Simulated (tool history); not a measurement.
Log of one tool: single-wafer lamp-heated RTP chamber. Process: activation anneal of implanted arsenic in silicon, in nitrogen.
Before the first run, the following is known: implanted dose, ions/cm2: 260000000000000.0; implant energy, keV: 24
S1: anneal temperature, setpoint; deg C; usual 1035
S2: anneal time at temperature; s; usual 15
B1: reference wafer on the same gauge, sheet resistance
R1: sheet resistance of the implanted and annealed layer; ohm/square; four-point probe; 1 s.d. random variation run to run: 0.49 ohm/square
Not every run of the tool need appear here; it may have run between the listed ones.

run 1 hour=0.0 | S1=1023 S2=15 | B1=391.07 | R1=329.48
run 2 hour=12.8 | S1=1023 S2=15 | B1=391.05 | R1=327.93
run 3 hour=25.2 | S1=1035 S2=15 | B1=391.13 | R1=326.86
run 4 hour=38.3 | S1=1035 S2=15 | B1=390.87 | R1=326.83
-- hour=54.1 pyrometer window cleaned and pyrometer calibrated
run 5 hour=54.6 | S1=1035 S2=15 | B1=391.05 | R1=327.62
-- hour=69.9 reflector plate cleaned
run 6 hour=70.4 | S1=1035 S2=15 | B1=391.13 | R1=326.47
run 7 hour=80.8 | S1=1035 S2=15 | B1=390.99 | R1=326.24
run 8 hour=94.5 | S1=1035 S2=23 | B1=391.13 | R1=324.97
run 9 hour=107.3 | S1=1035 S2=18 | B1=391.02 | R1=326.22
-- hour=114.1 gauge calibrated
run 10 hour=123.2 | S1=1017 S2=8 | B1=391.05 | R1=330.30
run 11 hour=132.9 | S1=1035 S2=8 | B1=390.97 | R1=329.98
run 12 hour=141.5 | S1=1017 S2=12 | B1=391.11 | R1=329.62
run 13 hour=153.4 | S1=1035 S2=15 | B1=390.95 | R1=327.12
run 14 hour=160.1 | S1=1048 S2=7 | B1=390.97 | R1=330.14
run 15 hour=177.1 | S1=1035 S2=15 | B1=391.04 | R1=327.08

Alternative continuations, all from the tool just after run 15; predict every row:
run A hour=177.5 | S1=1035 S2=11 | B1=? | R1=?
run B hour=177.5 | S1=1008 S2=21 | B1=? | R1=?
run C hour=177.5 | S1=1035 S2=20 | B1=? | R1=?
run D hour=177.5 | S1=1007 S2=15 | B1=? | R1=?
run E hour=177.5 | S1=1045 S2=22 | B1=? | R1=?

run=A B1=391.00 R1=328.55
run=B B1=391.00 R1=328.33
run=C B1=391.00 R1=325.73
run=D B1=391.00 R1=329.75
run=E B1=391.00 R1=323.95
What these runs would have given with no unlogged condition in the tool:
run=A R1=328.55
run=B R1=328.33
run=C R1=325.73
run=D R1=329.75
run=E R1=323.95

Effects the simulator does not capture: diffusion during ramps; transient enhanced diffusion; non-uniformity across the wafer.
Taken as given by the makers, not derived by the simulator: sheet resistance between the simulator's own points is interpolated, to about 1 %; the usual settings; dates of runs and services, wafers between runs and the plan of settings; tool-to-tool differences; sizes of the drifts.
